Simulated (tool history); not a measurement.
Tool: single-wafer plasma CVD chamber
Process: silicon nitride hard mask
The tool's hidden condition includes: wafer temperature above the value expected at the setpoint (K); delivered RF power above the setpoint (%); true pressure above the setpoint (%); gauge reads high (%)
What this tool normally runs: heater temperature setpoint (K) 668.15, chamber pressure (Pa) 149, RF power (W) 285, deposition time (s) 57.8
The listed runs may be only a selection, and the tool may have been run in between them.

run,hour,heater temperature setpoint (K),chamber pressure (Pa),RF power (W),deposition time (s),wafers since the last listed run,hours since the last thermocouple change,hours since the last RF generator calibration,hours since the last manometer calibration,hours since the showerhead was replaced,hours since the gauge calibration,"read-back reference wafer on the same gauge, thickness_nm",mean film thickness on the monitor wafer (nm)
1,0.0,668.15,149,285,61.4,0,1446.0,307.9,2829.4,2727.6,685.2,53.810,60.330
2,33.5,668.15,149,285,57.8,538,1479.5,341.4,2862.9,2761.1,718.7,53.771,56.753
3,233.0,668.15,149,285,57.8,3207,1679.0,540.9,3062.4,2960.6,918.2,53.840,56.727
4,262.5,668.15,149,285,57.8,474,1708.5,570.4,3091.9,2990.1,947.7,53.770,56.823
5,313.4,668.15,149,285,57.8,818,1759.4,621.3,3142.8,3041.0,998.6,53.767,56.690
6,356.1,668.15,149,285,57.8,686,1802.1,664.0,3185.5,3083.7,1041.3,53.817,56.331
# hour 369.1: thermocouple changed; heater temperature recalibrated
7,413.7,668.15,149,285,57.8,797,44.6,721.6,3243.1,3141.3,1098.9,53.810,56.780
# hour 457.7: capacitance manometer re-zeroed and calibrated
8,473.3,668.15,149,285,57.8,829,104.2,781.2,15.6,3200.9,1158.5,53.883,56.449
# hour 473.8: gauge calibrated
9,530.8,668.15,149,285,57.8,924,161.7,838.7,73.1,3258.4,57.0,53.826,56.279
10,568.0,668.15,172,285,65.5,598,198.9,875.9,110.3,3295.6,94.2,53.742,67.319
# hour 613.8: showerhead replaced
11,614.3,663.15,121,285,65.1,615,245.2,922.2,156.6,0.5,140.5,53.773,58.611
12,643.1,668.15,149,285,57.8,463,274.0,951.0,185.4,29.3,169.3,53.814,56.465
13,689.7,658.15,149,285,52.6,749,320.6,997.6,232.0,75.9,215.9,53.794,51.379
# hour 730.5: RF generator calibrated
14,731.0,677.15,165,285,61.6,535,361.9,0.5,273.3,117.2,257.2,53.806,62.754
15,784.8,654.15,149,265,57.8,864,415.7,54.3,327.1,171.0,311.0,53.796,54.690
16,844.5,668.15,149,285,57.8,959,475.4,114.0,386.8,230.7,370.7,53.798,57.191
17,887.3,668.15,149,285,57.8,688,518.2,156.8,429.6,273.5,413.5,53.789,57.334
18,943.8,682.15,149,330,57.8,908,574.7,213.3,486.1,330.0,470.0,53.830,62.031

Results per run with the tool's hidden condition removed, run-to-run variation unchanged:
run,mean film thickness on the monitor wafer (nm)
1,60.505
2,56.934
3,57.037
4,57.157
5,57.068
6,56.746
7,57.258
8,56.991
9,56.888
10,68.104
11,59.358
12,57.225
13,52.132
14,62.762
15,54.699
16,57.207
17,57.358
18,62.073

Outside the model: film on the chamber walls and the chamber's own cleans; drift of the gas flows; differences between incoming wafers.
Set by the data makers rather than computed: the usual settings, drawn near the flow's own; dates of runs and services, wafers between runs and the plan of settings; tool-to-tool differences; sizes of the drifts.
